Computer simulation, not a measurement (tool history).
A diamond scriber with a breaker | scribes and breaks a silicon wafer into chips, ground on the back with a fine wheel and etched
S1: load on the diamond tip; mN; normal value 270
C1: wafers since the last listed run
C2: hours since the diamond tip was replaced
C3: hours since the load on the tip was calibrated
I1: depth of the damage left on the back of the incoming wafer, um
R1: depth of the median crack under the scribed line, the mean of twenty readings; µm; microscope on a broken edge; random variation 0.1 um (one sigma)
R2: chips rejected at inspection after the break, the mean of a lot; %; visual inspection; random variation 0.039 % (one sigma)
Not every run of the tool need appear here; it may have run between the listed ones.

run,hour,S1,C1,C2,C3,I1,R1,R2
1,0,220,0,500.1,951,0.75,6.48,2.12
2,83.9,308,490,584,1034.9,0.34,8.19,2.62
3,129,308,263,629.1,1080,0.51,8.28,2.69
4,165.5,270,213,665.6,1116.5,0.59,7.63,0.79
5,272.6,301,626,772.7,1223.6,0.34,8.39,2.69
6,363.5,270,531,863.6,1314.5,0.67,7.54,0.87
7,466.9,270,604,967,1417.9,0.7,7.61,0.95
8,514.5,270,278,1014.6,1465.5,0.71,7.72,1.13
9,594.8,270,469,1094.9,1545.8,0.65,7.71,0.95
10,668.1,270,428,1168.2,1619.1,0.69,7.67,1.25
# hour 708.4: diamond tip replaced by a new one
11,713.8,270,255,5.4,1664.8,0.75,7.81,1.23
12,815.5,270,594,107.1,1766.5,0.7,7.85,1.2
13,915.8,270,586,207.4,1866.8,0.47,7.85,1.21
# hour 1000: load on the tip recalibrated
14,1006.7,270,519,298.3,6.7,0.54,7.17,0.51
15,1051.4,270,261,343,51.4,0.37,7.18,0.5
16,1095.1,270,255,386.7,95.1,0.67,7.05,0.57
17,1165.1,314,409,456.7,165.1,0.44,8,2.03
18,1206.3,270,240,497.9,206.3,0.43,7.32,0.44
19,1280.4,226,433,572,280.4,0.69,6.51,2.23
20,1373.1,270,542,664.7,373.1,0.4,7.62,0.56
21,1456.4,199,487,748,456.4,0.55,5.96,5.66
22,1532.5,320,445,824.1,532.5,0.62,8.43,3.04
23,1594.8,228,364,886.4,594.8,0.37,6.71,1.55

For run 24, what comes out?
# hour 1697.6: diamond tip replaced by a new one
24,1702.4,302,617,4.8,702.4,0.51,?,?

{"run 24": {"R1": 8.13, "R2": 2.28}}
Minus the tool's unlogged condition, the same run would have read R1 7.86 µm, R2 1.42 %.
